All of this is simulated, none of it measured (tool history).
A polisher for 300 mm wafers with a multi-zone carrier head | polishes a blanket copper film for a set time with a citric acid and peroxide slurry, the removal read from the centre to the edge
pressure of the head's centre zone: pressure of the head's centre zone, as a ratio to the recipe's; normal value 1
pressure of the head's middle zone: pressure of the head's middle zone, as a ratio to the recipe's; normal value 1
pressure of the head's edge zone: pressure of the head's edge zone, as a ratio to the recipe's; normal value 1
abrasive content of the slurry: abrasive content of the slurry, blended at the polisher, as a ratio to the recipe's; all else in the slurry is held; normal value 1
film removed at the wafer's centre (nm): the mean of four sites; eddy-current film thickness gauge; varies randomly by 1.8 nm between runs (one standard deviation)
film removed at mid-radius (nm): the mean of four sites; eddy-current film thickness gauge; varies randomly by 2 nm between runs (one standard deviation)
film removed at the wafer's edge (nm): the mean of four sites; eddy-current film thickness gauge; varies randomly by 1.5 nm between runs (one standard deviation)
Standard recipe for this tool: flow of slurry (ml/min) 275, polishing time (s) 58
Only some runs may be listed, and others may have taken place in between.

| run | hour | flow of slurry (ml/min) | pressure of the head's centre zone | pressure of the head's middle zone | pressure of the head's edge zone | abrasive content of the slurry | polishing time (s) | wafers since the last listed run | wafers polished on this pad | hours since the slurry nozzle was cleaned | hours since the centre zone pressure was calibrated | hours since the edge zone pressure was calibrated | hours since the carrier head's membrane was replaced | incoming thickness of the incoming film, nm | film removed at the wafer's centre (nm) | film removed at mid-radius (nm) | film removed at the wafer's edge (nm) |
|---|---|---|---|---|---|---|---|---|---|---|---|---|---|---|---|---|---|
| 1 | 0 | 275 | 1 | 1 | 1 | 1 | 58 | 0 | 64 | 470.3 | 838.6 | 5.8 | 49.4 | 608.9 | 182.2 | 160.9 | 156.2 |
| 2 | 11.3 | 275 | 1 | 1 | 1 | 1 | 58 | 88 | 153 | 481.6 | 849.9 | 17.1 | 60.7 | 607.4 | 179.4 | 158.2 | 158.7 |
| 3 | 21.2 | 275 | 1 | 1 | 1 | 1 | 58 | 77 | 230 | 491.5 | 859.8 | 27 | 70.6 | 606.4 | 181.7 | 159 | 158.6 |
| 4 | 30.9 | 275 | 1 | 1 | 1 | 1 | 58 | 75 | 306 | 501.2 | 869.5 | 36.7 | 80.3 | 610.6 | 181.3 | 157.7 | 157.1 |
|  | 38.9 | slurry nozzle cleaned |
| 5 | 48.4 | 215 | 1.06 | 1 | 0.94 | 1 | 58 | 128 | 435 | 9.5 | 887 | 54.2 | 97.8 | 618 | 183.6 | 155.2 | 149.7 |
| 6 | 58.4 | 275 | 1.05 | 1 | 0.96 | 1 | 38 | 78 | 513 | 19.5 | 897 | 64.2 | 107.8 | 622.2 | 122.3 | 102.8 | 97.4 |
|  | 63.8 | centre zone pressure recalibrated |
| 7 | 68 | 275 | 1 | 1 | 1 | 1 | 58 | 59 | 572 | 29.1 | 4.2 | 73.8 | 117.4 | 600.3 | 161.9 | 157.6 | 152 |
| 8 | 75.3 | 275 | 1 | 1.04 | 1 | 0.85 | 58 | 57 | 629 | 36.4 | 11.5 | 81.1 | 124.7 | 607 | 152.5 | 153.6 | 146 |
| 9 | 89.7 | 275 | 0.94 | 1 | 1 | 1.25 | 43 | 112 | 742 | 50.8 | 25.9 | 95.5 | 139.1 | 620.1 | 113.7 | 117 | 115.6 |
| 10 | 101.8 | 275 | 0.94 | 1 | 1 | 1.1 | 77 | 94 | 837 | 62.9 | 38 | 107.6 | 151.2 | 607.8 | 196.1 | 201.1 | 197.6 |
|  | 107 | worn pad replaced by a new one |
| 11 | 118.4 | 275 | 1 | 1 | 1 | 1 | 58 | 98 | 89 | 79.5 | 54.6 | 124.2 | 167.8 | 606.9 | 161.8 | 156.8 | 154 |
| 12 | 125.8 | 275 | 1.12 | 1 | 1 | 0.85 | 78 | 57 | 147 | 86.9 | 62 | 131.6 | 175.2 | 614.1 | 239.4 | 209.8 | 203.1 |
| 13 | 143.2 | 275 | 1.06 | 1 | 1.09 | 1 | 58 | 136 | 283 | 104.3 | 79.4 | 149 | 192.6 | 612.5 | 175.8 | 152.8 | 160.6 |
| 14 | 156.9 | 275 | 1 | 1 | 1 | 1 | 71 | 107 | 390 | 118 | 93.1 | 162.7 | 206.3 | 602.4 | 200.5 | 192 | 186.9 |
| 15 | 167.5 | 275 | 1 | 1.04 | 1 | 0.85 | 58 | 82 | 473 | 128.6 | 103.7 | 173.3 | 216.9 | 604.2 | 152.1 | 151.9 | 147.5 |
| 16 | 177.5 | 275 | 1 | 0.94 | 1 | 1 | 58 | 78 | 551 | 138.6 | 113.7 | 183.3 | 226.9 | 603.5 | 157.6 | 152.9 | 154.4 |
| 17 | 190.4 | 275 | 0.95 | 1.09 | 1.1 | 1 | 77 | 100 | 652 | 151.5 | 126.6 | 196.2 | 239.8 | 616.9 | 198.5 | 213.8 | 207.5 |
| 18 | 196.6 | 275 | 1 | 1 | 1 | 1 | 58 | 48 | 700 | 157.7 | 132.8 | 202.4 | 246 | 611.2 | 155.5 | 152 | 149.7 |
|  | 246.3 | worn pad replaced by a new one |
| 19 | 249.1 | 185 | 0.93 | 1 | 1.07 | 1 | 58 | 379 | 21 | 210.2 | 185.3 | 254.9 | 298.5 | 602.5 | 148.4 | 155.3 | 159.5 |
| 20 | 266.5 | 240 | 1 | 1.08 | 1.1 | 1 | 58 | 136 | 157 | 227.6 | 202.7 | 272.3 | 315.9 | 604.7 | 161.8 | 162 | 162.5 |
| 21 | 277.5 | 335 | 1 | 1 | 1.11 | 1.2 | 58 | 85 | 243 | 238.6 | 213.7 | 283.3 | 326.9 | 615.3 | 173.7 | 164.9 | 170 |
| 22 | 287 | 275 | 1 | 1 | 1 | 1 | 64 | 74 | 318 | 248.1 | 223.2 | 292.8 | 336.4 | 608.3 | 182.8 | 174.4 | 170.9 |
| 23 | 300.1 | 245 | 1 | 1.06 | 1 | 0.85 | 41 | 102 | 420 | 261.2 | 236.3 | 305.9 | 349.5 | 622.3 | 111.8 | 111.9 | 105.5 |

Below are 3 alternative next runs, each starting from the tool's condition after run 23. Predict each:
| A | 300.5 | 340 | 1 | 1 | 1 | 1 | 58 | 3 | 423 | 261.6 | 236.7 | 306.3 | 349.9 | 608.1 | ? | ? | ? |
| B | 300.5 | 275 | 1 | 0.96 | 1.11 | 1.1 | 58 | 3 | 423 | 261.6 | 236.7 | 306.3 | 349.9 | 608.1 | ? | ? | ? |
| C | 300.5 | 370 | 1 | 1.1 | 1 | 1 | 58 | 3 | 423 | 261.6 | 236.7 | 306.3 | 349.9 | 608.1 | ? | ? | ? |

| run | film removed at the wafer's centre (nm) | film removed at mid-radius (nm) | film removed at the wafer's edge (nm) |
|---|---|---|---|
| A | 167.7 | 159 | 154.8 |
| B | 167.6 | 156.2 | 163.9 |
| C | 168.8 | 167.5 | 155.3 |
The same runs, with their run-to-run variation unchanged, on a tool lacking any hidden condition would have given:
| run | film removed at the wafer's centre (nm) | film removed at mid-radius (nm) | film removed at the wafer's edge (nm) |
|---|---|---|---|
| A | 166.6 | 162.7 | 158.4 |
| B | 166.6 | 159.8 | 167.7 |
| C | 167.7 | 171.4 | 158.9 |
